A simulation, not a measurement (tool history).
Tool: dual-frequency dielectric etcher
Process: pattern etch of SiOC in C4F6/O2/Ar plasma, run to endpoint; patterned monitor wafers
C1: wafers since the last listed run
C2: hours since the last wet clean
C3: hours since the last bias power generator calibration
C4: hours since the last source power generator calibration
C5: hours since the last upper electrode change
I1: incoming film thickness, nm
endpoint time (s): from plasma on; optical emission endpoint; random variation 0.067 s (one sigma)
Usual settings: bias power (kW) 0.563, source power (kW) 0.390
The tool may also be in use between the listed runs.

{"run": 1, "hour": 0.0, "bias power (kW)": 0.563, "source power (kW)": 0.39, "C1": 0, "C2": 183.2, "C3": 3950.8, "C4": 1753.4, "C5": 5088.4, "I1": 28.31, "endpoint time (s)": 9.2}
{"run": 2, "hour": 8.9, "bias power (kW)": 0.563, "source power (kW)": 0.39, "C1": 102, "C2": 192.1, "C3": 3959.7, "C4": 1762.3, "C5": 5097.3, "I1": 28.07, "endpoint time (s)": 9.0}
{"run": 3, "hour": 19.4, "bias power (kW)": 0.563, "source power (kW)": 0.39, "C1": 120, "C2": 202.6, "C3": 3970.2, "C4": 1772.8, "C5": 5107.8, "I1": 27.87, "endpoint time (s)": 9.1}
{"run": 4, "hour": 25.9, "bias power (kW)": 0.487, "source power (kW)": 0.45, "C1": 74, "C2": 209.1, "C3": 3976.7, "C4": 1779.3, "C5": 5114.3, "I1": 28.2, "endpoint time (s)": 9.3}
{"run": 5, "hour": 67.7, "bias power (kW)": 0.487, "source power (kW)": 0.45, "C1": 480, "C2": 250.9, "C3": 4018.5, "C4": 1821.1, "C5": 5156.1, "I1": 28.31, "endpoint time (s)": 9.4}
{"run": 6, "hour": 75.1, "bias power (kW)": 0.487, "source power (kW)": 0.45, "C1": 85, "C2": 258.3, "C3": 4025.9, "C4": 1828.5, "C5": 5163.5, "I1": 28.47, "endpoint time (s)": 9.4}
{"hour": 91.4, "done": "source power generator calibrated"}
{"run": 7, "hour": 91.9, "bias power (kW)": 0.618, "source power (kW)": 0.39, "C1": 147, "C2": 275.1, "C3": 4042.7, "C4": 0.5, "C5": 5180.3, "I1": 28.2, "endpoint time (s)": 8.7}
{"run": 8, "hour": 106.0, "bias power (kW)": 0.618, "source power (kW)": 0.39, "C1": 162, "C2": 289.2, "C3": 4056.8, "C4": 14.6, "C5": 5194.4, "I1": 28.23, "endpoint time (s)": 8.8}
{"run": 9, "hour": 113.7, "bias power (kW)": 0.618, "source power (kW)": 0.39, "C1": 88, "C2": 296.9, "C3": 4064.5, "C4": 22.3, "C5": 5202.1, "I1": 28.36, "endpoint time (s)": 8.8}
{"run": 10, "hour": 122.2, "bias power (kW)": 0.456, "source power (kW)": 0.39, "C1": 97, "C2": 305.4, "C3": 4073.0, "C4": 30.8, "C5": 5210.6, "I1": 28.18, "endpoint time (s)": 9.7}
{"run": 11, "hour": 132.2, "bias power (kW)": 0.456, "source power (kW)": 0.39, "C1": 114, "C2": 315.4, "C3": 4083.0, "C4": 40.8, "C5": 5220.6, "I1": 27.99, "endpoint time (s)": 9.7}
{"run": 12, "hour": 146.2, "bias power (kW)": 0.456, "source power (kW)": 0.39, "C1": 160, "C2": 329.4, "C3": 4097.0, "C4": 54.8, "C5": 5234.6, "I1": 28.61, "endpoint time (s)": 10.1}
{"run": 13, "hour": 154.9, "bias power (kW)": 0.563, "source power (kW)": 0.39, "C1": 99, "C2": 338.1, "C3": 4105.7, "C4": 63.5, "C5": 5243.3, "I1": 28.2, "endpoint time (s)": 8.9}
{"hour": 187.8, "done": "upper electrode replaced"}
{"run": 14, "hour": 188.3, "bias power (kW)": 0.563, "source power (kW)": 0.39, "C1": 108, "C2": 371.5, "C3": 4139.1, "C4": 96.9, "C5": 0.5, "I1": 28.13, "endpoint time (s)": 8.9}
{"run": 15, "hour": 188.6, "bias power (kW)": 0.563, "source power (kW)": 0.39, "C1": 3, "C2": 371.8, "C3": 4139.4, "C4": 97.2, "C5": 0.8, "I1": 28.59, "endpoint time (s)": 9.0}
{"run": 16, "hour": 198.4, "bias power (kW)": 0.563, "source power (kW)": 0.39, "C1": 112, "C2": 381.6, "C3": 4149.2, "C4": 107.0, "C5": 10.6, "I1": 28.5, "endpoint time (s)": 9.1}
{"hour": 225.7, "done": "wet clean of the chamber"}
{"run": 17, "hour": 226.2, "bias power (kW)": 0.461, "source power (kW)": 0.33, "C1": 43, "C2": 0.5, "C3": 4177.0, "C4": 134.8, "C5": 38.4, "I1": 28.28, "endpoint time (s)": 10.6}
{"run": 18, "hour": 226.5, "bias power (kW)": 0.608, "source power (kW)": 0.34, "C1": 3, "C2": 0.8, "C3": 4177.3, "C4": 135.1, "C5": 38.7, "I1": 28.18, "endpoint time (s)": 9.3}
{"run": 19, "hour": 235.6, "bias power (kW)": 0.644, "source power (kW)": 0.35, "C1": 104, "C2": 9.9, "C3": 4186.4, "C4": 144.2, "C5": 47.8, "I1": 28.33, "endpoint time (s)": 8.9}
{"run": 20, "hour": 249.5, "bias power (kW)": 0.686, "source power (kW)": 0.35, "C1": 159, "C2": 23.8, "C3": 4200.3, "C4": 158.1, "C5": 61.7, "I1": 27.85, "endpoint time (s)": 8.7}
{"hour": 257.6, "done": "bias power generator calibrated"}
{"run": 21, "hour": 259.3, "bias power (kW)": 0.512, "source power (kW)": 0.42, "C1": 66, "C2": 33.6, "C3": 1.7, "C4": 167.9, "C5": 71.5, "I1": 28.46, "endpoint time (s)": 9.4}
{"run": 22, "hour": 266.9, "bias power (kW)": 0.49, "source power (kW)": 0.34, "C1": 87, "C2": 41.2, "C3": 9.3, "C4": 175.5, "C5": 79.1, "I1": 28.38, "endpoint time (s)": 10.2}
{"run": 23, "hour": 274.4, "bias power (kW)": 0.471, "source power (kW)": 0.42, "C1": 86, "C2": 48.7, "C3": 16.8, "C4": 183.0, "C5": 86.6, "I1": 28.08, "endpoint time (s)": 9.5}
{"run": 24, "hour": 283.5, "bias power (kW)": 0.433, "source power (kW)": 0.39, "C1": 104, "C2": 57.8, "C3": 25.9, "C4": 192.1, "C5": 95.7, "I1": 28.14, "endpoint time (s)": 10.1}
{"run": 25, "hour": 300.2, "bias power (kW)": 0.524, "source power (kW)": 0.35, "C1": 191, "C2": 74.5, "C3": 42.6, "C4": 208.8, "C5": 112.4, "I1": 28.16, "endpoint time (s)": 9.7}
{"run": 26, "hour": 315.4, "bias power (kW)": 0.563, "source power (kW)": 0.42, "C1": 174, "C2": 89.7, "C3": 57.8, "C4": 224.0, "C5": 127.6, "I1": 28.51, "endpoint time (s)": 9.1}
{"run": 27, "hour": 330.3, "bias power (kW)": 0.693, "source power (kW)": 0.33, "C1": 171, "C2": 104.6, "C3": 72.7, "C4": 238.9, "C5": 142.5, "I1": 28.34, "endpoint time (s)": 8.7}
{"run": 28, "hour": 343.1, "bias power (kW)": 0.453, "source power (kW)": 0.48, "C1": 147, "C2": 117.4, "C3": 85.5, "C4": 251.7, "C5": 155.3, "I1": 28.3, "endpoint time (s)": 9.3}
{"run": 29, "hour": 353.3, "bias power (kW)": 0.456, "source power (kW)": 0.39, "C1": 117, "C2": 127.6, "C3": 95.7, "C4": 261.9, "C5": 165.5, "I1": 28.26, "endpoint time (s)": 9.9}
{"run": 30, "hour": 366.4, "bias power (kW)": 0.69, "source power (kW)": 0.47, "C1": 150, "C2": 140.7, "C3": 108.8, "C4": 275.0, "C5": 178.6, "I1": 28.39, "endpoint time (s)": 7.9}
{"run": 31, "hour": 381.7, "bias power (kW)": 0.681, "source power (kW)": 0.45, "C1": 175, "C2": 156.0, "C3": 124.1, "C4": 290.3, "C5": 193.9, "I1": 28.34, "endpoint time (s)": 8.2}
{"run": 32, "hour": 390.2, "bias power (kW)": 0.444, "source power (kW)": 0.29, "C1": 97, "C2": 164.5, "C3": 132.6, "C4": 298.8, "C5": 202.4, "I1": 28.04, "endpoint time (s)": 10.8}
{"run": 33, "hour": 397.3, "bias power (kW)": 0.641, "source power (kW)": 0.49, "C1": 81, "C2": 171.6, "C3": 139.7, "C4": 305.9, "C5": 209.5, "I1": 28.55, "endpoint time (s)": 8.2}
{"run": 34, "hour": 406.6, "bias power (kW)": 0.563, "source power (kW)": 0.39, "C1": 106, "C2": 180.9, "C3": 149.0, "C4": 315.2, "C5": 218.8, "I1": 28.31, "endpoint time (s)": 9.2}
{"run": 35, "hour": 414.1, "bias power (kW)": 0.563, "source power (kW)": 0.39, "C1": 86, "C2": 188.4, "C3": 156.5, "C4": 322.7, "C5": 226.3, "I1": 28.22, "endpoint time (s)": 9.1}
{"run": 36, "hour": 424.5, "bias power (kW)": 0.563, "source power (kW)": 0.39, "C1": 119, "C2": 198.8, "C3": 166.9, "C4": 333.1, "C5": 236.7, "I1": 28.35, "endpoint time (s)": 9.0}
{"run": 37, "hour": 438.7, "bias power (kW)": 0.673, "source power (kW)": 0.48, "C1": 163, "C2": 213.0, "C3": 181.1, "C4": 347.3, "C5": 250.9, "I1": 28.45, "endpoint time (s)": 8.0}

3 ways to go on from here, each from the tool as it stands after run 37. What would each give?
{"run": "A", "hour": 439.1, "bias power (kW)": 0.503, "source power (kW)": 0.39, "C1": 4, "C2": 213.4, "C3": 181.5, "C4": 347.7, "C5": 251.3, "I1": 28.02, "endpoint time (s)": "?"}
{"run": "B", "hour": 439.1, "bias power (kW)": 0.653, "source power (kW)": 0.39, "C1": 4, "C2": 213.4, "C3": 181.5, "C4": 347.7, "C5": 251.3, "I1": 28.02, "endpoint time (s)": "?"}
{"run": "C", "hour": 439.1, "bias power (kW)": 0.682, "source power (kW)": 0.49, "C1": 4, "C2": 213.4, "C3": 181.5, "C4": 347.7, "C5": 251.3, "I1": 28.02, "endpoint time (s)": "?"}

run=A endpoint_time_(s)=9.5
run=B endpoint_time_(s)=8.5
run=C endpoint_time_(s)=7.8
Without the tool's hidden state the same runs would have given:
run=A endpoint_time_(s)=9.8
run=B endpoint_time_(s)=8.8
run=C endpoint_time_(s)=8.1

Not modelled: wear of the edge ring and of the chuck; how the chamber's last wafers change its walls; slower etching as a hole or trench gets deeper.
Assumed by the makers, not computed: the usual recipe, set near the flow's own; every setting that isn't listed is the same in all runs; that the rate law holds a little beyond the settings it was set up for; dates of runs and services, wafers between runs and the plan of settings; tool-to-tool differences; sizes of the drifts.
